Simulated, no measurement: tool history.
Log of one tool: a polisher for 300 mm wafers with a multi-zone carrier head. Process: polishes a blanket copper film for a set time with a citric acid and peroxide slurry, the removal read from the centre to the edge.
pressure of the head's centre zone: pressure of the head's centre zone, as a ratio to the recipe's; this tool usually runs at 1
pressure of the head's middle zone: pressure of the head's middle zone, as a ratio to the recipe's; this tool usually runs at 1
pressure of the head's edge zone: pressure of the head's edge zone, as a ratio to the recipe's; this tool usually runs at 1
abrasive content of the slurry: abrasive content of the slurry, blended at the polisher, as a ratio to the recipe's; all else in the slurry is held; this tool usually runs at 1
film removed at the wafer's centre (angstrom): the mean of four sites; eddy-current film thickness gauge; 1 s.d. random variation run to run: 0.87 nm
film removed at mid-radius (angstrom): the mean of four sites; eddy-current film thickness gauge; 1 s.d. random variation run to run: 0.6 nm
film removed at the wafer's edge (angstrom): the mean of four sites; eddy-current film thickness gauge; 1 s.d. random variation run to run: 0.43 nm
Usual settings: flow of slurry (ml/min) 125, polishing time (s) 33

run	hour	flow of slurry (ml/min)	pressure of the head's centre zone	pressure of the head's middle zone	pressure of the head's edge zone	abrasive content of the slurry	polishing time (s)	incoming thickness of the incoming film, nm	film removed at the wafer's centre (angstrom)	film removed at mid-radius (angstrom)	film removed at the wafer's edge (angstrom)
1	0	125	1	1	0.92	1	23	698.8	427	432	418
2	15.7	125	1.1	0.92	1	1	33	695	671	566	627
3	21.9	125	1.1	0.92	1	1	33	687.1	677	562	624
# hour 64.7: worn pad replaced by a new one
4	70.8	125	0.93	1	1	1	33	679	568	596	615
# hour 83.6: edge zone pressure recalibrated
5	84.1	125	1	1	1	1	33	684.6	613	583	616
6	94.7	125	1	1	1	1	33	679.6	612	581	617
7	106.8	125	0.97	1	1	1	33	690.9	577	586	615
8	120	125	0.97	1	1	1	33	680.7	589	583	617
9	135.3	85	1	1	1	1.1	39	697.1	613	605	670
# hour 144: centre zone pressure recalibrated
# hour 149.1: worn pad replaced by a new one
10	149.6	85	1	1	1.04	1	33	699.9	504	496	570
11	155.9	95	1	1.1	1.1	1	24	693.9	394	416	432
12	171.9	125	1.09	1	0.93	1	33	696.1	636	567	578
13	182.2	110	0.94	1	1	1	33	683.9	518	531	585
14	194.5	125	1	1	1	1	33	679.1	578	567	596
15	201.5	145	1	1	1	0.75	33	697	588	559	586
# hour 205.3: slurry nozzle cleaned
# hour 214.9: carrier head's membrane replaced by a new one
16	217.2	95	1	1	0.91	1	33	676.1	597	570	574
# hour 229.8: worn pad replaced by a new one
17	235	125	1	1	1	1	33	681	647	627	642
18	251.7	125	1	1	1	1	33	690.4	626	622	637
19	260	105	0.92	1	1	1	33	676.8	547	596	616
20	268.9	125	1	1	1.1	1	33	701.8	634	614	667
21	285.2	105	1.05	1	1.06	1	25	686	481	449	483
22	303.1	125	1	1	1	1	33	684	638	618	644
# hour 313.2: worn pad replaced by a new one
23	313.7	125	1.04	1	1	1.15	38	680.7	766	728	748

What if the next run were any one of these 3? Each begins from the tool's condition after run 23:
A	314.1	105	1	1	1	1	33	677.2	?	?	?
B	314.1	125	1	1	1	1	38	677.2	?	?	?
C	314.1	100	1	1	1	1	26	677.2	?	?	?

run	film removed at the wafer's centre (angstrom)	film removed at mid-radius (angstrom)	film removed at the wafer's edge (angstrom)
A	603	593	622
B	731	713	738
C	468	461	485
Without the tool's unlogged condition, the same runs would have read:
run	film removed at the wafer's centre (angstrom)	film removed at mid-radius (angstrom)	film removed at the wafer's edge (angstrom)
A	612	600	627
B	739	721	743
C	475	467	489
